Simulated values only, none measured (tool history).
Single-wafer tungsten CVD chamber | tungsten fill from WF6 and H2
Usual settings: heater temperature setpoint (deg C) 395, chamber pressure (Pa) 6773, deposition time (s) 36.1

run	hour	heater temperature setpoint (deg C)	chamber pressure (Pa)	deposition time (s)	read-back reference wafer on the same gauge, thickness_nm	mean film thickness on the monitor wafer (nm)
1	0	401	6773	36.1	129.032	143.032
2	29.3	401	6773	36.1	129.018	142.806
3	47	395	6773	36.1	129.008	126.042
4	64.3	395	6773	36.1	128.964	126.509
5	94.2	395	6773	36.1	129.004	126.181
6	123.7	395	5813	33	128.958	108.297
# hour 151.1: capacitance manometer re-zeroed and calibrated
7	151.6	395	5813	33	128.959	108.429
8	160.3	389	5520	36.1	129.001	101.984
9	173.1	395	6773	36.1	129.042	127.562
10	205.5	395	6773	36.1	128.936	127.269
11	240.6	395	6773	36.1	129.012	127.322
# hour 257.5: gauge calibrated
12	268.3	395	6773	36.1	128.976	127.867
# hour 279.3: showerhead replaced
13	302.9	403	5666	29.5	128.968	113.236
14	335	395	6773	41.4	129.033	146.596
15	349	391	6773	36.1	128.99	117.322
16	383.7	387	7799	36.1	128.945	114.439
17	398.9	395	6773	36.1	129.025	128.027
18	423.5	403	6773	40.7	129.008	170.006
19	441	387	6773	41.2	129.037	123.835
20	458.6	400	6773	36.1	128.95	141.999
21	471.5	409	5173	36.1	129.01	150.104
22	501	384	6106	38.5	128.953	103.251
# hour 512.9: thermocouple changed; heater temperature recalibrated
23	529.5	401	6773	36.1	129.026	136.539
24	542.1	404	6773	39.7	128.947	160.161
25	570.5	400	6773	39.9	128.966	148.26
26	599.2	387	6773	36.1	129.001	101.103
27	629.4	395	7653	36.1	128.915	127.931
28	650.8	395	6773	36.1	128.949	121.016
29	669.6	383	6773	41.3	128.896	106.429
30	693.1	387	7799	36.1	129.029	108.031
31	721.3	388	7413	36.1	128.927	107.887
32	755.6	390	5800	38.2	128.931	106.827
33	771.2	406	7319	33.9	128.967	147.065
34	788.4	395	6773	30.9	129.035	103.373

Forecast each of these 4 alternatives for the next run:
A	788.8	395	6773	36.1	?	?
B	788.8	395	5186	36.1	?	?
C	788.8	408	5840	32.1	?	?
D	788.8	382	5133	38.9	?	?

run	read-back reference wafer on the same gauge, thickness_nm	mean film thickness on the monitor wafer (nm)
A	128.935	120.659
B	128.935	107.215
C	128.935	130.937
D	128.935	86.245
Without the tool's hidden state the same runs would have given:
run	mean film thickness on the monitor wafer (nm)
A	121.715
B	108.153
C	131.994
D	87.056
